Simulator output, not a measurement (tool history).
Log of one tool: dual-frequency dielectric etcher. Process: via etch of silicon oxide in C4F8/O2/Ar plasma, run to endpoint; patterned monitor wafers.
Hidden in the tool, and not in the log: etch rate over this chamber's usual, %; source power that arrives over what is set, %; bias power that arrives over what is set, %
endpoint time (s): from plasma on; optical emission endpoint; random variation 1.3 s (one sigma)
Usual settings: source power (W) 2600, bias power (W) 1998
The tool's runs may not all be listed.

run,hour,source power (W),bias power (W),wafers since the last listed run,hours since the last wet clean,hours since the last source power generator calibration,hours since the last bias power generator calibration,hours since the last upper electrode change,"incoming incoming film thickness, nm",endpoint time (s)
1,0.0,2600,1998,0,324.9,2107.4,3382.7,4995.8,1345.6,234.7
# hour 61.1: wet clean of the chamber
2,61.6,2600,1998,221,0.5,2169.0,3444.3,5057.4,1329.8,238.2
3,102.6,2600,1998,241,41.5,2210.0,3485.3,5098.4,1321.8,235.9
4,157.6,2600,1998,324,96.5,2265.0,3540.3,5153.4,1324.0,235.8
5,332.3,2600,1603,1030,271.2,2439.7,3715.0,5328.1,1326.4,247.9
6,383.6,2600,1998,302,322.5,2491.0,3766.3,5379.4,1338.1,233.8
7,437.7,2600,1998,319,376.6,2545.1,3820.4,5433.5,1314.0,228.7
# hour 468.4: wet clean of the chamber
8,507.1,2150,1862,267,38.7,2614.5,3889.8,5502.9,1325.7,255.2
9,533.2,2150,1862,153,64.8,2640.6,3915.9,5529.0,1337.3,256.7
10,571.9,2150,1862,228,103.5,2679.3,3954.6,5567.7,1328.8,254.5
11,627.2,2600,1998,326,158.8,2734.6,4009.9,5623.0,1329.1,233.3
# hour 633.9: source power generator calibrated
12,674.1,2600,1998,252,205.7,40.2,4056.8,5669.9,1325.8,236.1
13,730.9,2600,1998,334,262.5,97.0,4113.6,5726.7,1324.3,232.3
14,784.5,2120,1998,316,316.1,150.6,4167.2,5780.3,1337.2,247.6
15,812.0,2120,1998,162,343.6,178.1,4194.7,5807.8,1343.9,250.5
16,843.0,2120,1998,182,374.6,209.1,4225.7,5838.8,1331.0,245.2
17,879.0,2980,1511,212,410.6,245.1,4261.7,5874.8,1321.1,237.4
# hour 926.6: wet clean of the chamber
18,927.1,2600,1756,142,0.5,293.2,4309.8,5922.9,1345.3,251.1
19,987.6,2600,1998,356,61.0,353.7,4370.3,5983.4,1345.7,240.3
20,1053.9,2600,1998,390,127.3,420.0,4436.6,6049.7,1329.1,236.2
# hour 1067.7: bias power generator calibrated
# hour 1123.0: upper electrode replaced
21,1123.5,2990,1680,245,196.9,489.6,55.8,0.5,1316.0,232.6
22,1184.0,2600,1998,356,257.4,550.1,116.3,61.0,1326.0,234.6
23,1238.6,2070,1601,321,312.0,604.7,170.9,115.6,1344.7,265.7
24,1305.1,2600,1998,392,378.5,671.2,237.4,182.1,1339.2,233.3
25,1335.8,2120,2441,181,409.2,701.9,268.1,212.8,1317.8,230.5
# hour 1401.7: wet clean of the chamber
26,1402.2,2360,1608,250,0.5,768.3,334.5,279.2,1323.9,257.1
27,1444.7,2600,1998,250,43.0,810.8,377.0,321.7,1331.5,237.0
28,1494.1,2410,1843,291,92.4,860.2,426.4,371.1,1339.3,247.8
29,1531.9,2600,1998,222,130.2,898.0,464.2,408.9,1336.5,236.8
30,1593.5,3090,1754,363,191.8,959.6,525.8,470.5,1344.3,231.9
31,1619.6,2060,1632,153,217.9,985.7,551.9,496.6,1330.3,265.5
32,1653.9,3180,1998,202,252.2,1020.0,586.2,530.9,1343.4,220.5
33,1696.0,2990,1998,248,294.3,1062.1,628.3,573.0,1335.5,223.2
34,1738.3,2170,2185,249,336.6,1104.4,670.6,615.3,1343.5,239.1
35,1777.6,2600,1998,231,375.9,1143.7,709.9,654.6,1324.4,229.5
# hour 1851.2: wet clean of the chamber
36,1851.7,2600,1998,295,0.5,1217.8,784.0,728.7,1323.4,235.2

The tool's hidden state at each run:
source power that arrives over what is set, %: 0 in every run
bias power that arrives over what is set, %: 0 in every run
H1: etch rate over this chamber's usual, %
run,H1
1,2.49
2,-0.00786
3,0.264
4,0.629
5,1.79
6,2.13
7,2.49
8,0.0613
9,0.234
10,0.491
11,0.858
12,1.17
13,1.55
14,1.9
15,2.08
16,2.29
17,2.53
18,-0.311
19,0.0899
20,0.53
21,0.991
22,1.39
23,1.75
24,2.2
25,2.4
26,0.353
27,0.635
28,0.962
29,1.21
30,1.62
31,1.79
32,2.02
33,2.3
34,2.58
35,2.84
36,-0.136
